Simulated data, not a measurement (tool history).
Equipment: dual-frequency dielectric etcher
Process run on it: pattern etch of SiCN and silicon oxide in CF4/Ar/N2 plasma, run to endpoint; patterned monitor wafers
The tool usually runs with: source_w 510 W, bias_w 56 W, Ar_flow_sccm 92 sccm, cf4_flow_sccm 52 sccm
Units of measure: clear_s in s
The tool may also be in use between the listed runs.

| run | day | source_w | bias_w | Ar_flow_sccm | cf4_flow_sccm | incoming incoming film thickness, nm | clear_s |
|---|---|---|---|---|---|---|---|
| 1 | 0.000 | 510 | 56 | 92 | 52 | 15.99 | 18.6 |
| 2 | 1.083 | 510 | 56 | 92 | 52 | 15.82 | 18.4 |
| 3 | 1.896 | 510 | 66 | 92 | 52 | 15.95 | 17.4 |
| 4 | 2.912 | 510 | 66 | 92 | 52 | 15.86 | 17.5 |
| 5 | 4.400 | 510 | 66 | 92 | 52 | 15.87 | 17.6 |
| 6 | 5.425 | 510 | 56 | 92 | 52 | 15.93 | 18.5 |
| 7 | 6.458 | 510 | 56 | 92 | 52 | 15.82 | 18.3 |
|  | 11.021 | bias power generator calibrated |
|  | 11.917 | wet clean of the chamber |
| 8 | 11.938 | 510 | 56 | 92 | 52 | 15.70 | 18.0 |
| 9 | 12.292 | 460 | 56 | 92 | 52 | 15.88 | 19.5 |
|  | 12.479 | source power generator calibrated |
| 10 | 13.562 | 510 | 65 | 92 | 64 | 15.84 | 16.4 |
|  | 13.958 | CF4 flow controller replaced |
| 11 | 14.429 | 510 | 56 | 92 | 52 | 15.92 | 18.5 |
| 12 | 15.379 | 420 | 56 | 92 | 52 | 15.91 | 20.4 |
|  | 17.108 | Ar flow controller replaced |
|  | 17.150 | upper electrode replaced |
| 13 | 17.171 | 510 | 56 | 92 | 52 | 15.87 | 18.5 |
| 14 | 18.083 | 430 | 69 | 92 | 47 | 15.96 | 19.3 |
| 15 | 19.092 | 640 | 47 | 85 | 42 | 15.89 | 17.7 |
| 16 | 20.350 | 510 | 56 | 92 | 52 | 15.81 | 18.1 |
| 17 | 21.654 | 550 | 60 | 92 | 43 | 15.82 | 18.2 |

Hidden state, per run?
etch rate over this chamber's usual, %: 0, the same for each run
source power that arrives over what is set, %: 0, the same for each run
bias power that arrives over what is set, %: 0, the same for each run
Ar flow that arrives over what is set, %: 0, the same for each run
CF4 flow that arrives over what is set, %: 0, the same for each run

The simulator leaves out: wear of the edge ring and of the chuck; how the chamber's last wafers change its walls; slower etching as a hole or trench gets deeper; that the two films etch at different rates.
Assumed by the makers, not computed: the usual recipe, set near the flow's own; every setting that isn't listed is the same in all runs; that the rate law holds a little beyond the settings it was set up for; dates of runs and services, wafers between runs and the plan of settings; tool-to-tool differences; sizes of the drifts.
